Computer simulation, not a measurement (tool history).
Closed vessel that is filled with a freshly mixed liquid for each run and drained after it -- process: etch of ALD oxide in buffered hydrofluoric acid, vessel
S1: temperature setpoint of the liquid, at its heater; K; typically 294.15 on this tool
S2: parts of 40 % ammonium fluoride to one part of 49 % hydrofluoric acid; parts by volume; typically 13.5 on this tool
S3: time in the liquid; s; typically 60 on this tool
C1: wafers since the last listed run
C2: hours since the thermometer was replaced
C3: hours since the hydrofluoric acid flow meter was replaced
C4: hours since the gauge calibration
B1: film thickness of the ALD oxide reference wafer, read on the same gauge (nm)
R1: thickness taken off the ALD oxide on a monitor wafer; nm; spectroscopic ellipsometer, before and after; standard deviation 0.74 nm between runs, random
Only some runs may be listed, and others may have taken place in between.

run 1 hour=0.0 | S1=294.15 S2=13.5 S3=60 | C1=0 C2=2056.0 C3=1348.7 C4=74.2 | B1=150.00 | R1=94.54
run 2 hour=8.9 | S1=294.15 S2=13.5 S3=60 | C1=1051 C2=2064.9 C3=1357.6 C4=83.1 | B1=150.01 | R1=93.76
run 3 hour=60.9 | S1=294.15 S2=13.5 S3=60 | C1=6146 C2=2116.9 C3=1409.6 C4=135.1 | B1=149.99 | R1=95.34
run 4 hour=75.1 | S1=294.15 S2=13.5 S3=60 | C1=1678 C2=2131.1 C3=1423.8 C4=149.3 | B1=149.98 | R1=93.61
run 5 hour=92.2 | S1=294.15 S2=13.5 S3=60 | C1=2021 C2=2148.2 C3=1440.9 C4=166.4 | B1=150.00 | R1=94.17
-- hour=93.1 gauge calibrated
run 6 hour=102.3 | S1=294.15 S2=13.5 S3=60 | C1=1193 C2=2158.3 C3=1451.0 C4=9.2 | B1=149.98 | R1=95.09
run 7 hour=116.5 | S1=297.15 S2=13.5 S3=60 | C1=1678 C2=2172.5 C3=1465.2 C4=23.4 | B1=150.01 | R1=110.54
-- hour=121.6 hydrofluoric acid flow meter replaced
-- hour=126.3 thermometer replaced
run 8 hour=133.5 | S1=294.15 S2=13.5 S3=60 | C1=1772 C2=7.2 C3=11.9 C4=40.4 | B1=149.96 | R1=93.42
run 9 hour=143.5 | S1=294.15 S2=13.5 S3=60 | C1=1181 C2=17.2 C3=21.9 C4=50.4 | B1=150.02 | R1=95.12
run 10 hour=153.2 | S1=298.15 S2=8.5 S3=75 | C1=1146 C2=26.9 C3=31.6 C4=60.1 | B1=149.99 | R1=221.20
run 11 hour=168.6 | S1=298.15 S2=9.0 S3=60 | C1=1820 C2=42.3 C3=47.0 C4=75.5 | B1=150.02 | R1=168.36
run 12 hour=183.4 | S1=290.15 S2=10.5 S3=60 | C1=1749 C2=57.1 C3=61.8 C4=90.3 | B1=150.01 | R1=96.57
run 13 hour=193.5 | S1=290.15 S2=9.0 S3=90 | C1=1193 C2=67.2 C3=71.9 C4=100.4 | B1=149.95 | R1=163.60
run 14 hour=203.3 | S1=295.65 S2=13.5 S3=80 | C1=1158 C2=77.0 C3=81.7 C4=110.2 | B1=149.98 | R1=135.51

Estimate the outcome of run 15 from the log above:
run 15 hour=219.5 | S1=297.15 S2=13.5 S3=80 | C1=1914 C2=93.2 C3=97.9 C4=126.4 | B1=? | R1=?

Run 15 came out at B1 150.00, R1 147.28 nm.
On a tool with no hidden condition, and with the same random variation, this run would have come out at R1 147.28 nm.
